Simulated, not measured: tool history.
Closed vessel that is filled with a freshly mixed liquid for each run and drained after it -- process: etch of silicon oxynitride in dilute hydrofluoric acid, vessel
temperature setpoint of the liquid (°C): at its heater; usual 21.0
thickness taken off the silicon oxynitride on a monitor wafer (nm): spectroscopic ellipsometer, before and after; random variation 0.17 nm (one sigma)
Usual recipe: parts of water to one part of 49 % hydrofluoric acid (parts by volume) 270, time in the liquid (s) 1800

| run | hour | temperature setpoint of the liquid (°C) | parts of water to one part of 49 % hydrofluoric acid (parts by volume) | time in the liquid (s) | read-back film thickness of the silicon oxynitride reference wafer, read on the same gauge (nm) | thickness taken off the silicon oxynitride on a monitor wafer (nm) |
|---|---|---|---|---|---|---|
| 1 | 0.0 | 19.0 | 270 | 1800 | 80.02 | 27.31 |
|  | 43.5 | hydrofluoric acid flow meter replaced |
|  | 48.5 | thermometer replaced |
| 2 | 68.4 | 21.0 | 270 | 1800 | 80.03 | 25.65 |
| 3 | 100.8 | 21.0 | 270 | 1800 | 80.00 | 26.12 |
| 4 | 157.2 | 21.0 | 270 | 2650 | 80.00 | 38.73 |
| 5 | 222.5 | 21.0 | 270 | 2650 | 80.05 | 38.83 |
| 6 | 280.8 | 23.0 | 305 | 1800 | 79.96 | 25.50 |
| 7 | 343.8 | 23.0 | 305 | 1800 | 80.01 | 25.76 |
| 8 | 404.7 | 23.0 | 305 | 1800 | 80.00 | 26.03 |
|  | 431.9 | gauge calibrated |
| 9 | 434.5 | 21.0 | 205 | 1800 | 80.04 | 38.00 |
| 10 | 496.9 | 21.0 | 205 | 1800 | 80.03 | 38.09 |
| 11 | 554.0 | 18.0 | 150 | 820 | 79.98 | 21.73 |
| 12 | 588.7 | 18.5 | 395 | 1800 | 79.97 | 16.33 |
| 13 | 618.1 | 21.0 | 270 | 1800 | 79.97 | 28.60 |
| 14 | 715.1 | 17.5 | 340 | 1800 | 79.97 | 19.05 |
|  | 755.2 | hydrofluoric acid flow meter replaced |
| 15 | 765.6 | 22.5 | 235 | 1460 | 80.00 | 27.26 |
| 16 | 805.0 | 25.0 | 190 | 1800 | 80.03 | 47.59 |
| 17 | 847.3 | 24.0 | 350 | 1800 | 79.97 | 22.45 |
| 18 | 878.0 | 23.5 | 395 | 2290 | 79.99 | 24.26 |
| 19 | 941.1 | 19.0 | 395 | 1800 | 79.94 | 16.01 |
| 20 | 1013.0 | 21.0 | 320 | 2295 | 80.01 | 29.35 |
| 21 | 1038.3 | 21.0 | 270 | 1185 | 80.02 | 18.46 |
| 22 | 1099.4 | 22.5 | 235 | 1460 | 79.97 | 28.57 |
| 23 | 1162.0 | 21.0 | 270 | 1800 | 79.97 | 28.84 |
| 24 | 1194.6 | 21.0 | 270 | 1800 | 80.05 | 28.99 |
| 25 | 1254.5 | 21.0 | 330 | 1800 | 80.05 | 23.08 |
| 26 | 1283.3 | 21.0 | 365 | 825 | 80.01 | 9.32 |
| 27 | 1314.7 | 21.0 | 270 | 1800 | 79.98 | 29.62 |
| 28 | 1365.6 | 17.0 | 190 | 1800 | 79.99 | 36.96 |
| 29 | 1400.9 | 21.0 | 150 | 1800 | 80.04 | 58.43 |
|  | 1414.0 | hydrofluoric acid flow meter replaced |
| 30 | 1454.7 | 22.5 | 335 | 2655 | 79.98 | 34.06 |
| 31 | 1514.7 | 18.5 | 270 | 1800 | 79.99 | 24.74 |
|  | 1514.9 | gauge calibrated |
| 32 | 1561.5 | 19.0 | 185 | 1800 | 80.00 | 40.00 |

4 ways to go on from here, each from the tool as it stands after run 32. What would each give?
| A | 1562.6 | 21.0 | 270 | 1800 | ? | ? |
| B | 1562.6 | 18.5 | 365 | 2190 | ? | ? |
| C | 1562.6 | 18.5 | 140 | 1800 | ? | ? |
| D | 1562.6 | 19.0 | 320 | 1285 | ? | ? |

| run | read-back film thickness of the silicon oxynitride reference wafer, read on the same gauge (nm) | thickness taken off the silicon oxynitride on a monitor wafer (nm) |
|---|---|---|
| A | 80.00 | 28.31 |
| B | 80.00 | 21.57 |
| C | 80.00 | 53.16 |
| D | 80.00 | 15.14 |
What these runs would have given with no unlogged condition in the tool:
| run | thickness taken off the silicon oxynitride on a monitor wafer (nm) |
|---|---|
| A | 25.30 |
| B | 19.28 |
| C | 47.26 |
| D | 13.53 |
